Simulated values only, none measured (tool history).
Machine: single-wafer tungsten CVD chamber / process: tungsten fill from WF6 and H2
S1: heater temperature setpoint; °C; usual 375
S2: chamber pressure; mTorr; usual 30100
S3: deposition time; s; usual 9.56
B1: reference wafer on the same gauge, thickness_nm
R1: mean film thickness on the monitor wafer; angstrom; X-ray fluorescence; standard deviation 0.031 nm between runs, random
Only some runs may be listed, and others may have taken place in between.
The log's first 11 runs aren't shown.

Run 12, day 7.442: usual settings but S1 366 °C, S2 23400 mTorr, S3 8.13 s; B1 15.702. Result: R1 110.19 angstrom.
Run 13, day 8.908: usual settings but S1 362 °C, S2 35600 mTorr, S3 11.31 s; B1 15.700. Result: R1 171.52 angstrom.
At day 9.296: thermocouple changed; heater temperature recalibrated.
Run 14, day 9.362: usual settings; B1 15.700. Result: R1 166.86 angstrom.
Run 15, day 10.046: usual settings; B1 15.692. Result: R1 166.90 angstrom.
Run 16, day 10.521: usual settings but S1 388 °C, S2 35900 mTorr; B1 15.701. Result: R1 229.36 angstrom.
Run 17, day 10.938: usual settings but S1 369 °C; B1 15.699. Result: R1 149.26 angstrom.
Run 18, day 13.088: usual settings; B1 15.693. Result: R1 167.85 angstrom.
Run 19, day 13.367: usual settings; B1 15.699. Result: R1 167.84 angstrom.
Run 20, day 13.688: usual settings but S3 7.86 s; B1 15.702. Result: R1 137.86 angstrom.
At day 14.546: showerhead replaced.
Run 21, day 14.567: usual settings but S3 8.53 s; B1 15.705. Result: R1 149.61 angstrom.
Run 22, day 14.629: usual settings but S2 35000 mTorr, S3 7.92 s; B1 15.695. Result: R1 148.58 angstrom.
Run 23, day 15.142: usual settings but S2 23400 mTorr; B1 15.691. Result: R1 149.55 angstrom.
Run 24, day 15.467: usual settings; B1 15.699. Result: R1 167.62 angstrom.
Run 25, day 16.038: usual settings but S2 27300 mTorr, S3 8.64 s; B1 15.704. Result: R1 145.01 angstrom.
Run 26, day 16.517: usual settings but S2 25500 mTorr; B1 15.706. Result: R1 155.95 angstrom.
Run 27, day 16.900: usual settings but S1 384 °C, S2 27100 mTorr; B1 15.702. Result: R1 189.02 angstrom.
Run 28, day 17.321: usual settings; B1 15.701. Result: R1 167.86 angstrom.
Run 29, day 18.008: usual settings but S1 385 °C; B1 15.698. Result: R1 201.88 angstrom.
Run 30, day 18.546: usual settings but S1 388 °C, S2 34800 mTorr, S3 8.05 s; B1 15.699. Result: R1 191.50 angstrom.
Run 31, day 19.258: usual settings; B1 15.698. Result: R1 168.22 angstrom.
Run 32, day 19.867: usual settings but S2 35000 mTorr, S3 8.25 s; B1 15.705. Result: R1 155.60 angstrom.
Run 33, day 20.529: usual settings; B1 15.701. Result: R1 168.49 angstrom.

Consider 5 possible next runs. They are alternatives, not a sequence: every one starts from the tool as it was left by run 33. What does each give?
Run A, day 20.546: usual settings but S2 24000 mTorr; B1 ?. Result: R1 ?.
Run B, day 20.546: usual settings but S2 35800 mTorr; B1 ?. Result: R1 ?.
Run C, day 20.546: usual settings but S1 381 °C, S2 26900 mTorr, S3 8.88 s; B1 ?. Result: R1 ?.
Run D, day 20.546: usual settings but S1 368 °C, S2 33600 mTorr; B1 ?. Result: R1 ?.
Run E, day 20.546: usual settings but S1 363 °C; B1 ?. Result: R1 ?.

run      B1      R1
  A  15.696  151.69
  B  15.696  181.67
  C  15.696  165.74
  D  15.696  154.60
  E  15.696  133.48
What these runs would have given with no unlogged condition in the tool:
run      R1
  A  149.99
  B  179.67
  C  163.92
  D  152.87
  E  131.97

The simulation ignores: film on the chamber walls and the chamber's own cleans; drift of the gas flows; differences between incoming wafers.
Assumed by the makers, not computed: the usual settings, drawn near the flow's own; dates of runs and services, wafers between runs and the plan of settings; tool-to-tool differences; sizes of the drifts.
